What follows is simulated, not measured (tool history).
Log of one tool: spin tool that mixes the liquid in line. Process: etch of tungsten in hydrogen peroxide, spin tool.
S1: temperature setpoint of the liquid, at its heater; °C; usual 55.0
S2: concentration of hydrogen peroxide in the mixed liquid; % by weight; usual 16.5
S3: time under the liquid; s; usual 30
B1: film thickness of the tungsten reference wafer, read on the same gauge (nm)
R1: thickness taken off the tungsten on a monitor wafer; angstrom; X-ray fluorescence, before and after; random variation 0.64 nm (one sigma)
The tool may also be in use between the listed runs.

Run 1, hour 0.0: usual settings but S1 57.5 °C, S3 40 s; B1 140.00. Result: R1 1115.9 angstrom.
At hour 4.8: gauge calibrated.
Run 2, hour 14.7: usual settings but S1 57.5 °C, S3 40 s; B1 139.98. Result: R1 1118.8 angstrom.
Run 3, hour 24.4: usual settings but S1 57.5 °C, S3 40 s; B1 139.96. Result: R1 1112.2 angstrom.
Run 4, hour 38.0: usual settings; B1 140.02. Result: R1 707.7 angstrom.
Run 5, hour 55.8: usual settings; B1 140.01. Result: R1 715.2 angstrom.
Run 6, hour 72.7: usual settings; B1 140.01. Result: R1 706.0 angstrom.
Run 7, hour 87.5: usual settings; B1 139.99. Result: R1 705.8 angstrom.
At hour 96.5: heated supply line repaired.
Run 8, hour 97.0: usual settings; B1 140.01. Result: R1 885.5 angstrom.
At hour 98.7: new drum of peroxide connected.
Run 9, hour 107.8: usual settings but S1 46.0 °C, S3 50 s; B1 140.00. Result: R1 849.6 angstrom.
Run 10, hour 114.7: usual settings but S1 50.5 °C, S2 13.0 % by weight, S3 15 s; B1 140.01. Result: R1 299.3 angstrom.
At hour 123.7: thermometer replaced.
Run 11, hour 124.9: usual settings; B1 140.00. Result: R1 879.2 angstrom.
Run 12, hour 133.7: usual settings; B1 139.99. Result: R1 888.8 angstrom.
Run 13, hour 151.1: usual settings but S2 13.0 % by weight, S3 15 s; B1 140.04. Result: R1 394.7 angstrom.
At hour 161.5: gauge calibrated.
At hour 177.2: peroxide flow meter replaced.
Run 14, hour 198.8: usual settings but S1 63.5 °C, S2 12.0 % by weight; B1 140.00. Result: R1 1231.9 angstrom.
Run 15, hour 213.6: usual settings but S3 40 s; B1 140.03. Result: R1 1169.5 angstrom.
Run 16, hour 219.8: usual settings but S1 57.5 °C; B1 140.00. Result: R1 1007.9 angstrom.
Run 17, hour 234.0: usual settings but S2 14.5 % by weight, S3 45 s; B1 140.01. Result: R1 1236.3 angstrom.

5 ways to go on from here, each from the tool as it stands after run 17. What would each give?
Run A, hour 234.4: usual settings; B1 ?. Result: R1 ?.
Run B, hour 234.4: usual settings but S2 19.0 % by weight, S3 50 s; B1 ?. Result: R1 ?.
Run C, hour 234.4: usual settings but S2 12.5 % by weight; B1 ?. Result: R1 ?.
Run D, hour 234.4: usual settings but S1 60.0 °C, S2 18.0 % by weight, S3 15 s; B1 ?. Result: R1 ?.
Run E, hour 234.4: usual settings but S2 12.0 % by weight, S3 15 s; B1 ?. Result: R1 ?.

run      B1      R1
  A  140.01   871.2
  B  140.01  1558.1
  C  140.01   758.3
  D  140.01   609.6
  E  140.01   371.5
Without the tool's hidden state the same runs would have given:
run      R1
  A   891.6
  B  1594.6
  C   776.0
  D   623.5
  E   380.2
